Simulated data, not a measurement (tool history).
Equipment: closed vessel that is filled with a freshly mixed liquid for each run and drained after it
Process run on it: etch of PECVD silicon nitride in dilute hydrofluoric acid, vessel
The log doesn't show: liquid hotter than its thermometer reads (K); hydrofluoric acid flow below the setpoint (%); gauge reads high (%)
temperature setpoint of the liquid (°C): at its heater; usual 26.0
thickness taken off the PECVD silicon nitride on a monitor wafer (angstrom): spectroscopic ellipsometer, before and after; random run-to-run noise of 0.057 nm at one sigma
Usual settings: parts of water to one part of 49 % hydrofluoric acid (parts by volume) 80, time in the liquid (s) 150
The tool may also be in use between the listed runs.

| run | hour | temperature setpoint of the liquid (°C) | parts of water to one part of 49 % hydrofluoric acid (parts by volume) | time in the liquid (s) | wafers since the last listed run | hours since the thermometer was replaced | hours since the hydrofluoric acid flow meter was replaced | hours since the gauge calibration | read-back film thickness of the PECVD silicon nitride reference wafer, read on the same gauge (nm) | thickness taken off the PECVD silicon nitride on a monitor wafer (angstrom) |
|---|---|---|---|---|---|---|---|---|---|---|
| 1 | 0.0 | 26.0 | 80 | 150 | 0 | 35.5 | 448.2 | 1512.2 | 48.82 | 118.4 |
| 2 | 101.7 | 26.0 | 80 | 150 | 9763 | 137.2 | 549.9 | 1613.9 | 48.78 | 117.8 |
| 3 | 142.2 | 26.0 | 80 | 150 | 3888 | 177.7 | 590.4 | 1654.4 | 48.79 | 117.2 |
| 4 | 214.4 | 26.0 | 80 | 150 | 6931 | 249.9 | 662.6 | 1726.6 | 48.76 | 117.2 |
| 5 | 257.1 | 26.0 | 80 | 150 | 4099 | 292.6 | 705.3 | 1769.3 | 48.76 | 116.6 |
| 6 | 349.3 | 29.5 | 80 | 150 | 8851 | 384.8 | 797.5 | 1861.5 | 48.71 | 147.3 |
| 7 | 393.2 | 29.5 | 80 | 150 | 4214 | 428.7 | 841.4 | 1905.4 | 48.71 | 147.9 |
| 8 | 483.2 | 26.0 | 80 | 150 | 8640 | 518.7 | 931.4 | 1995.4 | 48.69 | 116.8 |
| 9 | 568.4 | 26.0 | 80 | 150 | 8179 | 603.9 | 1016.6 | 2080.6 | 48.71 | 118.1 |
| 10 | 635.9 | 26.0 | 80 | 150 | 6480 | 671.4 | 1084.1 | 2148.1 | 48.70 | 117.7 |
|  | 735.6 | thermometer replaced |
| 11 | 745.7 | 26.0 | 80 | 150 | 10444 | 10.1 | 1193.9 | 2257.9 | 48.67 | 117.2 |
| 12 | 795.4 | 26.0 | 80 | 150 | 4771 | 59.8 | 1243.6 | 2307.6 | 48.67 | 116.9 |
| 13 | 866.4 | 23.5 | 120 | 150 | 6816 | 130.8 | 1314.6 | 2378.6 | 48.65 | 66.9 |
| 14 | 948.2 | 24.5 | 70 | 235 | 7852 | 212.6 | 1396.4 | 2460.4 | 48.65 | 189.3 |
|  | 965.0 | hydrofluoric acid flow meter replaced |
| 15 | 999.6 | 23.5 | 80 | 225 | 4838 | 264.0 | 34.6 | 2511.8 | 48.64 | 149.7 |
| 16 | 1081.6 | 29.0 | 95 | 95 | 7872 | 346.0 | 116.6 | 2593.8 | 48.62 | 76.5 |
| 17 | 1159.3 | 31.0 | 45 | 65 | 7459 | 423.7 | 194.3 | 2671.5 | 48.62 | 124.6 |
| 18 | 1258.6 | 24.5 | 70 | 235 | 9532 | 523.0 | 293.6 | 2770.8 | 48.61 | 190.0 |
|  | 1297.1 | gauge calibrated |
| 19 | 1343.6 | 26.0 | 80 | 150 | 8160 | 608.0 | 378.6 | 46.5 | 50.06 | 120.6 |
| 20 | 1436.9 | 26.0 | 40 | 150 | 8956 | 701.3 | 471.9 | 139.8 | 49.90 | 239.6 |
|  | 1536.1 | thermometer replaced |
| 21 | 1741.8 | 26.0 | 80 | 150 | 29174 | 205.7 | 776.8 | 444.7 | 49.63 | 119.1 |
| 22 | 1845.4 | 26.0 | 120 | 150 | 9945 | 309.3 | 880.4 | 548.3 | 49.53 | 79.1 |
| 23 | 1899.2 | 26.0 | 80 | 150 | 5164 | 363.1 | 934.2 | 602.1 | 49.48 | 120.0 |
| 24 | 1992.2 | 26.0 | 80 | 150 | 8928 | 456.1 | 1027.2 | 695.1 | 49.41 | 119.1 |
| 25 | 2081.1 | 24.5 | 45 | 240 | 8534 | 545.0 | 1116.1 | 784.0 | 49.35 | 304.6 |
| 26 | 2157.5 | 27.5 | 105 | 70 | 7334 | 621.4 | 1192.5 | 860.4 | 49.32 | 46.6 |
| 27 | 2221.5 | 26.0 | 65 | 70 | 6144 | 685.4 | 1256.5 | 924.4 | 49.29 | 67.8 |

What will run 28 give?
| 28 | 2287.2 | 26.0 | 80 | 150 | 6307 | 751.1 | 1322.2 | 990.1 | ? | ? |

read-back film thickness of the PECVD silicon nitride reference wafer, read on the same gauge (nm): 49.26
thickness taken off the PECVD silicon nitride on a monitor wafer (angstrom): 118.7
Were there no unlogged condition in the tool, this run, its random variation unchanged, would have produced thickness taken off the PECVD silicon nitride on a monitor wafer (angstrom) 120.5.

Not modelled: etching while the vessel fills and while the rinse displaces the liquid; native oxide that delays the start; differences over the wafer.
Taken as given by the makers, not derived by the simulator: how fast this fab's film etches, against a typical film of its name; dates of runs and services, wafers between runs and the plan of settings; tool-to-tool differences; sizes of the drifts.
